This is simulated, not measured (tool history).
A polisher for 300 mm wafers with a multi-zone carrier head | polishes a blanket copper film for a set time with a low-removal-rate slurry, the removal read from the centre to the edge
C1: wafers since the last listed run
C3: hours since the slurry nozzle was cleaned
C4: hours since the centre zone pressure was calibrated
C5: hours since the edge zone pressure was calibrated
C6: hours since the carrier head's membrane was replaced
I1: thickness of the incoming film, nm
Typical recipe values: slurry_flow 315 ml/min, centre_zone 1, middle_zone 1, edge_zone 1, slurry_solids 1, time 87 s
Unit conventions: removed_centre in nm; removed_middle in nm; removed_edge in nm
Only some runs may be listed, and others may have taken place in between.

{"run": 1, "day": 0.0, "slurry_flow": 315, "centre_zone": 1, "middle_zone": 1, "edge_zone": 1, "slurry_solids": 1, "time": 87, "C1": 0, "wafers polished on this pad": 578, "C3": 122.1, "C4": 408.8, "C5": 705.9, "C6": 643.7, "I1": 1527.8, "removed_centre": 220.2, "removed_middle": 230.2, "removed_edge": 222.1}
{"run": 2, "day": 1.55, "slurry_flow": 315, "centre_zone": 1, "middle_zone": 1, "edge_zone": 1, "slurry_solids": 1, "time": 87, "C1": 355, "wafers polished on this pad": 933, "C3": 159.3, "C4": 446, "C5": 743.1, "C6": 680.9, "I1": 1567.5, "removed_centre": 216.7, "removed_middle": 224.8, "removed_edge": 224.3}
{"day": 2.75, "done": "centre zone pressure recalibrated"}
{"run": 3, "day": 3.05, "slurry_flow": 315, "centre_zone": 1.09, "middle_zone": 1, "edge_zone": 1, "slurry_solids": 1, "time": 101, "C1": 325, "wafers polished on this pad": 1259, "C3": 195.3, "C4": 7.2, "C5": 779.1, "C6": 716.9, "I1": 1528.7, "removed_centre": 278.3, "removed_middle": 256.4, "removed_edge": 257}
{"run": 4, "day": 4.662, "slurry_flow": 315, "centre_zone": 1.09, "middle_zone": 1, "edge_zone": 1, "slurry_solids": 1, "time": 101, "C1": 370, "wafers polished on this pad": 1629, "C3": 234, "C4": 45.9, "C5": 817.8, "C6": 755.6, "I1": 1512.1, "removed_centre": 279.7, "removed_middle": 254.2, "removed_edge": 253.6}
{"run": 5, "day": 7.775, "slurry_flow": 315, "centre_zone": 1, "middle_zone": 1, "edge_zone": 1, "slurry_solids": 1, "time": 87, "C1": 714, "wafers polished on this pad": 2343, "C3": 308.7, "C4": 120.6, "C5": 892.5, "C6": 830.3, "I1": 1552.8, "removed_centre": 216.5, "removed_middle": 220, "removed_edge": 220.1}
{"run": 6, "day": 9.825, "slurry_flow": 315, "centre_zone": 1, "middle_zone": 1, "edge_zone": 1, "slurry_solids": 1, "time": 87, "C1": 470, "wafers polished on this pad": 2814, "C3": 357.9, "C4": 169.8, "C5": 941.7, "C6": 879.5, "I1": 1550, "removed_centre": 215.4, "removed_middle": 210.9, "removed_edge": 219.2}
{"day": 11.258, "done": "slurry nozzle cleaned"}
{"run": 7, "day": 11.592, "slurry_flow": 315, "centre_zone": 0.91, "middle_zone": 1, "edge_zone": 1, "slurry_solids": 1.2, "time": 87, "C1": 395, "wafers polished on this pad": 3210, "C3": 8, "C4": 212.2, "C5": 984.1, "C6": 921.9, "I1": 1567.9, "removed_centre": 214.6, "removed_middle": 234.1, "removed_edge": 235.3}
{"day": 13.533, "done": "worn pad replaced by a new one"}
{"run": 8, "day": 15.5, "slurry_flow": 315, "centre_zone": 1, "middle_zone": 1, "edge_zone": 1, "slurry_solids": 1, "time": 75, "C1": 858, "wafers polished on this pad": 451, "C3": 101.8, "C4": 306, "C5": 1077.9, "C6": 1015.7, "I1": 1517.8, "removed_centre": 189.6, "removed_middle": 191.1, "removed_edge": 193.2}
{"run": 9, "day": 18.479, "slurry_flow": 380, "centre_zone": 0.94, "middle_zone": 1.07, "edge_zone": 1, "slurry_solids": 0.9, "time": 87, "C1": 683, "wafers polished on this pad": 1135, "C3": 173.3, "C4": 377.5, "C5": 1149.4, "C6": 1087.2, "I1": 1556.8, "removed_centre": 203.1, "removed_middle": 227.2, "removed_edge": 215.7}
{"run": 10, "day": 20.492, "slurry_flow": 315, "centre_zone": 1, "middle_zone": 1, "edge_zone": 1, "slurry_solids": 1, "time": 87, "C1": 461, "wafers polished on this pad": 1597, "C3": 221.6, "C4": 425.8, "C5": 1197.7, "C6": 1135.5, "I1": 1521.5, "removed_centre": 216.8, "removed_middle": 219.2, "removed_edge": 219}
{"day": 20.812, "done": "edge zone pressure recalibrated"}
{"run": 11, "day": 22.512, "slurry_flow": 315, "centre_zone": 1, "middle_zone": 1, "edge_zone": 1.1, "slurry_solids": 1.1, "time": 87, "C1": 444, "wafers polished on this pad": 2042, "C3": 270.1, "C4": 474.3, "C5": 40.8, "C6": 1184, "I1": 1545.5, "removed_centre": 222.7, "removed_middle": 226, "removed_edge": 236.4}
{"day": 23.417, "done": "centre zone pressure recalibrated"}
{"run": 12, "day": 26.029, "slurry_flow": 315, "centre_zone": 1.04, "middle_zone": 1, "edge_zone": 1, "slurry_solids": 1, "time": 87, "C1": 788, "wafers polished on this pad": 2830, "C3": 354.5, "C4": 62.7, "C5": 125.2, "C6": 1268.4, "I1": 1566.8, "removed_centre": 220.9, "removed_middle": 212.3, "removed_edge": 213.9}
{"day": 26.762, "done": "carrier head's membrane replaced by a new one"}
{"run": 13, "day": 28.075, "slurry_flow": 315, "centre_zone": 1, "middle_zone": 1, "edge_zone": 1, "slurry_solids": 1, "time": 87, "C1": 421, "wafers polished on this pad": 3251, "C3": 403.6, "C4": 111.8, "C5": 174.3, "C6": 31.5, "I1": 1552.6, "removed_centre": 203.7, "removed_middle": 208.4, "removed_edge": 213.5}
{"day": 29.071, "done": "worn pad replaced by a new one"}
{"day": 30.988, "done": "slurry nozzle cleaned"}
{"run": 14, "day": 31.65, "slurry_flow": 220, "centre_zone": 1, "middle_zone": 1.05, "edge_zone": 1.1, "slurry_solids": 0.75, "time": 87, "C1": 772, "wafers polished on this pad": 582, "C3": 15.9, "C4": 197.6, "C5": 260.1, "C6": 117.3, "I1": 1544, "removed_centre": 195.8, "removed_middle": 202.7, "removed_edge": 206.3}
{"run": 15, "day": 33.625, "slurry_flow": 315, "centre_zone": 0.96, "middle_zone": 1, "edge_zone": 1.08, "slurry_solids": 1.3, "time": 87, "C1": 453, "wafers polished on this pad": 1036, "C3": 63.3, "C4": 245, "C5": 307.5, "C6": 164.7, "I1": 1548.2, "removed_centre": 230.2, "removed_middle": 239.4, "removed_edge": 252.5}
{"run": 16, "day": 37.621, "slurry_flow": 315, "centre_zone": 1, "middle_zone": 1, "edge_zone": 1, "slurry_solids": 1, "time": 75, "C1": 917, "wafers polished on this pad": 1953, "C3": 159.2, "C4": 340.9, "C5": 403.4, "C6": 260.6, "I1": 1545.8, "removed_centre": 191.4, "removed_middle": 198.5, "removed_edge": 190.9}
{"run": 17, "day": 39.588, "slurry_flow": 315, "centre_zone": 1, "middle_zone": 1, "edge_zone": 1, "slurry_solids": 1.3, "time": 61, "C1": 451, "wafers polished on this pad": 2404, "C3": 206.4, "C4": 388.1, "C5": 450.6, "C6": 307.8, "I1": 1550.8, "removed_centre": 167, "removed_middle": 167.9, "removed_edge": 169.3}

Predict the results of run 18:
{"run": 18, "day": 43.929, "slurry_flow": 275, "centre_zone": 1, "middle_zone": 1, "edge_zone": 1, "slurry_solids": 1, "time": 87, "C1": 996, "wafers polished on this pad": 3401, "C3": 310.6, "C4": 492.3, "C5": 554.8, "C6": 412, "I1": 1532.1, "removed_centre": "?", "removed_middle": "?", "removed_edge": "?"}

removed_centre: 211.1 nm
removed_middle: 212.3 nm
removed_edge: 213.5 nm
On a tool with no hidden condition, and with the same random variation, this run would have come out at removed_centre 217.9 nm, removed_middle 218.4 nm, removed_edge 218.1 nm.
